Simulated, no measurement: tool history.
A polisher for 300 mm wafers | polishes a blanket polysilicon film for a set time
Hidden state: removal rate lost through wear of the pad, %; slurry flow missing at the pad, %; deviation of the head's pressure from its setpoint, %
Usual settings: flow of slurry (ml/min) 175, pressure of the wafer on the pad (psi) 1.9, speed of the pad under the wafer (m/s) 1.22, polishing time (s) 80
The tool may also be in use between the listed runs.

run	hour	flow of slurry (ml/min)	pressure of the wafer on the pad (psi)	speed of the pad under the wafer (m/s)	polishing time (s)	wafers since the last listed run	wafers polished on this pad	hours since the slurry nozzle was cleaned	hours since the head pressure was calibrated	incoming thickness of the incoming film, nm	film removed (angstrom)
1	0	175	2.4	1.22	80	0	487	182.9	854.2	1920.9	6948
2	18	175	2.4	1.22	80	96	584	200.9	872.2	1926.5	6870
3	42.6	195	1.9	1.22	80	132	716	225.5	896.8	1897.5	5482
4	61.4	195	1.9	1.22	80	100	817	244.3	915.6	1902.5	5552
5	74.5	175	1.9	1.22	95	70	887	257.4	928.7	1922.7	6380
# hour 82.4: worn pad replaced by a new one
6	109	175	1.9	1.22	95	163	143	291.9	963.2	1895.7	6349
7	134.3	175	2.4	1.22	102	135	278	317.2	988.5	1893.3	8639
8	153.5	175	2.4	1.22	102	103	381	336.4	1007.7	1928	8731
9	183.1	190	1.9	1.22	80	158	540	366	1037.3	1934.1	5470
10	211.1	205	1.9	1.22	88	150	691	394	1065.3	1918	6166
11	230.3	175	1.9	0.9	80	103	794	413.2	1084.5	1877.2	4064
12	244	125	1.9	1.04	80	73	867	426.9	1098.2	1930.3	4180
# hour 257.2: head pressure recalibrated
# hour 279.4: worn pad replaced by a new one
13	347.3	175	1.9	1.22	80	522	364	530.2	90.1	1931	4743
14	375.3	175	1.9	1.1	80	150	514	558.2	118.1	1926.8	4345

Run 15 comes next. What will it give?
# hour 408.5: slurry nozzle cleaned
15	440.3	175	1.4	0.86	53	343	858	31.8	183.1	1917.1	?

film removed (angstrom): 1757
Without the tool's hidden state the same run would have given film removed (angstrom) 1787.
